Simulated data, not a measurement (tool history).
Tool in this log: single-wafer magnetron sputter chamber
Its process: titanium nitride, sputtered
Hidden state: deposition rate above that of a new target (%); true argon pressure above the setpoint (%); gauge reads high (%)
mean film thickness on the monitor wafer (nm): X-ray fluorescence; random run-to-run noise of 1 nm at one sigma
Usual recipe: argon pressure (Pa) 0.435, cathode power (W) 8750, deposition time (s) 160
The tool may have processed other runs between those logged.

run   hour  argon pressure (Pa)  cathode power (W)  deposition time (s)  wafers since the last listed run  wafers on the sputter target  hours since the last manometer calibration  hours since the magnet pack was replaced  hours since the gauge calibration  read-back reference wafer on the same gauge, thickness_nm  mean film thickness on the monitor wafer (nm)
  1    0.0                0.435              10200                  160                                 0                           212                                       939.1                                   10522.6                               21.0                                                    221.246                                        276.791
  2   36.0                0.435              10200                  160                               438                           650                                       975.1                                   10558.6                               57.0                                                    220.670                                        270.765
  3   70.9                0.435               9600                  136                               424                          1074                                      1010.0                                   10593.5                               91.9                                                    221.132                                        217.829
  4  135.3                0.435               9600                  136                               783                          1858                                      1074.4                                   10657.9                              156.3                                                    221.028                                        214.270
  5  202.6                0.435               8750                  160                               818                          2677                                      1141.7                                   10725.2                              223.6                                                    221.030                                        226.553
  6  227.0                0.435               7600                  160                               296                          2974                                      1166.1                                   10749.6                              248.0                                                    220.827                                        197.248
  7  243.5                0.435               8750                  160                               200                          3175                                      1182.6                                   10766.1                              264.5                                                    220.955                                        228.424
  8  256.5                0.435               8750                  160                               158                          3333                                      1195.6                                   10779.1                              277.5                                                    221.390                                        225.034
     285.4  -- magnet pack replaced
  9  287.9                0.435               8750                  160                               284                          3618                                      1227.0                                       2.5                              308.9                                                    220.946                                        226.212
     311.1  -- sputter target and shields replaced
 10  320.5                0.435               8750                  160                               299                           114                                      1259.6                                      35.1                              341.5                                                    221.035                                        212.656
 11  344.3                0.435               8750                  160                               289                           403                                      1283.4                                      58.9                              365.3                                                    221.274                                        210.363
 12  362.0                0.563               8750                  142                               215                           619                                      1301.1                                      76.6                              383.0                                                    220.970                                        178.504
 13  387.5                0.435               8750                  160                               310                           929                                      1326.6                                     102.1                              408.5                                                    221.079                                        206.914
 14  417.0                0.435               8750                  160                               358                          1288                                      1356.1                                     131.6                              438.0                                                    221.202                                        205.120
 15  429.2                0.435               8750                  160                               148                          1437                                      1368.3                                     143.8                              450.2                                                    220.852                                        204.908
 16  451.3                0.435               8750                  139                               268                          1705                                      1390.4                                     165.9                              472.3                                                    220.983                                        176.446
 17  467.1                0.278               8750                  160                               192                          1898                                      1406.2                                     181.7                              488.1                                                    221.303                                        212.312
     499.4  -- sputter target and shields replaced, repeated, since the last time left the tool worse
 18  499.9                0.435               8750                  160                               301                             6                                      1439.0                                     214.5                              520.9                                                    221.140                                        238.381
 19  532.9                0.435               9950                  134                               401                           408                                      1472.0                                     247.5                              553.9                                                    221.304                                        223.659
 20  555.4                0.333               6800                  148                               273                           681                                      1494.5                                     270.0                              576.4                                                    220.966                                        170.770
 21  570.7                0.435               8750                  160                               186                           868                                      1509.8                                     285.3                              591.7                                                    221.124                                        231.494
     580.7  -- capacitance manometer re-zeroed and calibrated
     592.2  -- gauge calibrated
 22  593.4                0.435               8750                  160                               178                          1046                                        12.7                                     308.0                                1.2                                                    220.815                                        232.087
 23  622.6                0.435               8750                  141                               355                          1402                                        41.9                                     337.2                               30.4                                                    220.813                                        202.850
 24  656.3                0.435               7350                  160                               410                          1812                                        75.6                                     370.9                               64.1                                                    220.822                                        192.564
 25  674.2                0.435               8750                  160                               217                          2030                                        93.5                                     388.8                               82.0                                                    221.193                                        228.662
 26  694.4                0.435               8750                  160                               245                          2276                                       113.7                                     409.0                              102.2                                                    221.270                                        228.007
 27  727.7                0.569               8750                  160                               405                          2681                                       147.0                                     442.3                              135.5                                                    220.767                                        219.587
 28  758.1                0.585               7850                  160                               369                          3051                                       177.4                                     472.7                              165.9                                                    220.923                                        194.573
 29  794.1                0.292               9900                  160                               438                          3489                                       213.4                                     508.7                              201.9                                                    221.201                                        266.412
 30  815.9                0.435               8750                  160                               265                          3754                                       235.2                                     530.5                              223.7                                                    221.057                                        228.210
     829.1  -- sputter target and shields replaced
 31  847.4                0.491              10000                  160                               285                           222                                       266.7                                     562.0                              255.2                                                    220.876                                        264.138
 32  867.3                0.560               6600                  131                               242                           464                                       286.6                                     581.9                              275.1                                                    220.821                                        138.433

Run-by-run hidden state of the tool:
true argon pressure above the setpoint (%): 0 across all the runs
gauge reads high (%): 0 across all the runs
H1: deposition rate above that of a new target (%)
run      H1
  1   -1.22
  2   -2.64
  3    -3.6
  4   -4.68
  5   -5.27
  6    -5.4
  7   -5.47
  8   -5.52
  9   -5.61
 10   -11.4
 11   -12.5
 12   -13.1
 13   -13.9
 14   -14.5
 15   -14.8
 16   -15.1
 17   -15.3
 18  -0.469
 19   -2.03
 20   -2.84
 21   -3.29
 22   -3.84
 23   -4.39
 24   -4.85
 25   -5.04
 26   -5.21
 27   -5.43
 28   -5.58
 29    -5.7
 30   -5.76
 31   -1.99
 32   -2.83

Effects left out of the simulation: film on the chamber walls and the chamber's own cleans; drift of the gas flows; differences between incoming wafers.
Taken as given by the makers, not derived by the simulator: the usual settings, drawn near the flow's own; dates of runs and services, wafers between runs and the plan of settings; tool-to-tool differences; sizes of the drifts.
